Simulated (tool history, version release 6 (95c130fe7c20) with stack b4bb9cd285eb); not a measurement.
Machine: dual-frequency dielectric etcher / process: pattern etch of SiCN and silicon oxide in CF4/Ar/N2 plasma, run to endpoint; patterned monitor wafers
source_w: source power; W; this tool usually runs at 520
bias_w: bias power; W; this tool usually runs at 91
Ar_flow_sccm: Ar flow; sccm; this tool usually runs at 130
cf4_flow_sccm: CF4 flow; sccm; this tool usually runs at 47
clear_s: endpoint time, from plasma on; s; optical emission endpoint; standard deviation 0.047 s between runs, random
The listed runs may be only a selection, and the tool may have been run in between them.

run	hour	source_w	bias_w	Ar_flow_sccm	cf4_flow_sccm	incoming incoming film thickness, nm	clear_s
1	0.0	490	91	130	44	10.69	11.7
2	0.3	490	91	130	44	10.65	11.6
3	34.5	490	91	130	44	10.54	11.5
4	56.8	520	91	130	47	10.60	10.8
5	79.2	520	91	130	47	10.58	10.8
6	94.7	520	91	130	47	10.69	10.8
7	111.5	440	91	113	47	10.58	12.6
8	125.5	520	91	130	38	10.48	10.9
9	173.3	570	91	130	39	10.65	10.0
10	184.8	520	91	130	47	10.67	10.9
11	213.2	630	91	147	47	10.52	8.9
12	226.1	520	91	130	47	10.63	10.9
13	249.7	520	91	100	47	10.56	10.1
14	278.9	460	91	130	57	10.69	12.3
15	295.2	520	91	141	56	10.65	10.8
16	320.0	520	91	130	47	10.63	10.7
17	352.5	520	91	130	47	10.56	10.7
18	370.4	520	91	130	44	10.60	10.8
19	403.3	480	91	112	40	10.62	11.7
20	435.1	520	91	130	43	10.70	11.0
21	449.6	430	113	147	57	10.58	12.4
22	484.6	420	71	130	47	10.59	15.1
23	496.8	620	91	130	47	10.58	9.0
24	536.6	520	72	130	36	10.60	12.1
25	577.3	520	84	100	39	10.57	10.5

Withheld: 5 entries from between the runs. Position of each, and hidden state at the listed run before versus the listed run after:
From run 3 to run 4: Ar flow controller replaced (hour 56.3)
  both runs share identical hidden conditions
From run 8 to run 9: CF4 flow controller replaced (hour 151.3); wet clean of the chamber (hour 172.8)
  both runs share identical hidden conditions
From run 9 to run 10: bias power generator calibrated (hour 184.3)
  both runs share identical hidden conditions
From run 16 to run 17: source power generator calibrated (hour 328.1)
  both runs share identical hidden conditions

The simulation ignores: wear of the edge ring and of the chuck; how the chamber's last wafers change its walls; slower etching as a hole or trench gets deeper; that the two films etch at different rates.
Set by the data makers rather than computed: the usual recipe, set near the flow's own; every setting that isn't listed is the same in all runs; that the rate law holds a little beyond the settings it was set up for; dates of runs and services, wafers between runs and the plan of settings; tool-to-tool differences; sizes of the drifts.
